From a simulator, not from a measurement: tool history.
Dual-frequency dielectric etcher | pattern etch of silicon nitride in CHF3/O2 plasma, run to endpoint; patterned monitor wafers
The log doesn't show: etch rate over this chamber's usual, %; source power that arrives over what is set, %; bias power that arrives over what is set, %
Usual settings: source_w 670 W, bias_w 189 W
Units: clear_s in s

run,hour,source_w,bias_w,wafers since the last listed run,hours since the last wet clean,hours since the last source power generator calibration,hours since the last bias power generator calibration,hours since the last upper electrode change,"incoming incoming film thickness, nm",clear_s
1,0,780,162,0,63.1,3053.2,1466.5,4492.7,54.3,33.9
2,63.3,780,162,531,126.4,3116.5,1529.8,4556,54.4,34.1
3,126.9,670,189,534,190,3180.1,1593.4,4619.6,54.5,34.5
4,208.1,670,189,682,271.2,3261.3,1674.6,4700.8,53.8,34.1
5,397.5,670,189,1590,460.6,3450.7,1864,4890.2,54.3,34.9
# hour 503: wet clean of the chamber
6,503.5,670,189,688,0.5,3556.7,1970,4996.2,53.9,34
7,573.9,670,189,591,70.9,3627.1,2040.4,5066.6,54.2,34
8,623.1,760,189,413,120.1,3676.3,2089.6,5115.8,54.4,33.1
# hour 667.9: upper electrode replaced
9,679.4,670,178,271,176.4,3732.6,2145.9,11.5,54,34.5
# hour 737: source power generator calibrated
10,773,670,178,752,270,36,2239.5,105.1,53.9,34.9
# hour 791.3: bias power generator calibrated
11,820.8,670,225,367,317.8,83.8,29.5,152.9,53.8,32.8
12,893.7,610,217,612,390.7,156.7,102.4,225.8,54.2,34.6
13,991.3,670,157,819,488.3,254.3,200,323.4,54.3,36.5
# hour 1067.6: wet clean of the chamber
14,1078.6,520,189,531,11,341.6,287.3,410.7,54.2,36.9
15,1157.7,670,189,664,90.1,420.7,366.4,489.8,53.6,34
16,1221.4,670,225,535,153.8,484.4,430.1,553.5,54.3,33.2
17,1296.1,780,162,627,228.5,559.1,504.8,628.2,54,34
18,1398.5,520,226,860,330.9,661.5,607.2,730.6,54.4,36.2
19,1500.1,720,212,853,432.5,763.1,708.8,832.2,53.4,32.8
# hour 1536.8: wet clean of the chamber
20,1569.2,840,159,378,32.4,832.2,777.9,901.3,54.5,33.4

Forecast each of these 4 alternatives for the next run:
A,1569.6,670,168,3,32.8,832.6,778.3,901.7,53.9,?
B,1569.6,670,219,3,32.8,832.6,778.3,901.7,53.9,?
C,1569.6,830,159,3,32.8,832.6,778.3,901.7,53.9,?
D,1569.6,730,149,3,32.8,832.6,778.3,901.7,53.9,?

run,clear_s
A,35
B,32.8
C,33.2
D,35.1
Without the tool's hidden state the same runs would have given:
run,clear_s
A,35
B,32.7
C,33.1
D,35
